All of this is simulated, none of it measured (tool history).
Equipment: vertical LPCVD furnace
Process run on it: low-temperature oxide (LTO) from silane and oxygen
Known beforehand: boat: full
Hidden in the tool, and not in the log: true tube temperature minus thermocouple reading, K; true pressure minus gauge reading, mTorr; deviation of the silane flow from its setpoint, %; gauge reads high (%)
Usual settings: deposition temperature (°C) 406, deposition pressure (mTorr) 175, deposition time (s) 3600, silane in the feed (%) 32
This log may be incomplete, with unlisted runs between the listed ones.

run    hour  deposition temperature (°C)  deposition pressure (mTorr)  deposition time (s)  silane in the feed (%)  wafers since the last listed run  hours since the last temperature calibration  hours since the pressure gauge was zeroed  hours since the silane flow controller was replaced  hours since the gauge calibration  read-back reference wafer on the same gauge, thickness  film thickness on the monitor wafer in the middle of the boat (angstrom)
  1     0.0                          406                          175                 3600                      32                                 0                                         349.6                                     3879.8                                               6405.2                             2093.8                                                  355.84                                                                    3712.1
  2    61.9                          406                          175                 3600                      32                               558                                         411.5                                     3941.7                                               6467.1                             2155.7                                                  355.45                                                                    3744.4
  3   157.0                          406                          175                 3600                      34                               857                                         506.6                                     4036.8                                               6562.2                             2250.8                                                  356.38                                                                    4050.6
  4   380.8                          406                          175                 3600                      34                              2019                                         730.4                                     4260.6                                               6786.0                             2474.6                                                  357.31                                                                    4086.9
  5   473.4                          406                          175                 3600                      34                               835                                         823.0                                     4353.2                                               6878.6                             2567.2                                                  357.57                                                                    4083.0
      504.3  -- gauge calibrated
      557.9  -- silane flow controller replaced
  6   580.1                          406                          175                 3600                      32                               746                                         929.7                                     4459.9                                                 22.2                               75.8                                                  342.37                                                                    3590.3
  7   674.5                          406                          175                 3600                      32                               851                                        1024.1                                     4554.3                                                116.6                              170.2                                                  343.17                                                                    3620.4
  8   850.6                          406                          175                 3600                      32                              1588                                        1200.2                                     4730.4                                                292.7                              346.3                                                  343.36                                                                    3590.9
  9   912.2                          406                          175                 2820                      32                               555                                        1261.8                                     4792.0                                                354.3                              407.9                                                  344.29                                                                    2820.4
 10   954.1                          406                          175                 3600                      32                               378                                        1303.7                                     4833.9                                                396.2                              449.8                                                  344.45                                                                    3612.8
 11  1035.3                          406                          175                 3600                      32                               732                                        1384.9                                     4915.1                                                477.4                              531.0                                                  344.59                                                                    3616.2
     1177.9  -- pressure gauge zeroed
 12  1336.0                          406                          175                 3600                      36                              2496                                        1685.6                                      158.1                                                778.1                              831.7                                                  346.74                                                                    4258.7
 13  1415.8                          412                          175                 4770                      32                               719                                        1765.4                                      237.9                                                857.9                              911.5                                                  347.08                                                                    5133.2
 14  1520.1                          406                          175                 3600                      32                               940                                        1869.7                                      342.2                                                962.2                             1015.8                                                  348.36                                                                    3620.4
 15  1619.2                          406                          205                 4590                      32                               894                                        1968.8                                      441.3                                               1061.3                             1114.9                                                  347.22                                                                    5454.9

What does the tool deliver on the next run?
     1712.9  -- thermocouples replaced and temperature profile calibrated
 16  1870.7                          406                          175                 3600                      32                              2052                                         157.8                                      692.8                                               1312.8                             1366.4                                                       ?                                                                         ?

For run 16 the tool returned read-back reference wafer on the same gauge, thickness 350.30, film thickness on the monitor wafer in the middle of the boat (angstrom) 3666.2.
On a tool with no hidden condition, and with the same random variation, this run would have come out at film thickness on the monitor wafer in the middle of the boat (angstrom) 3575.4.
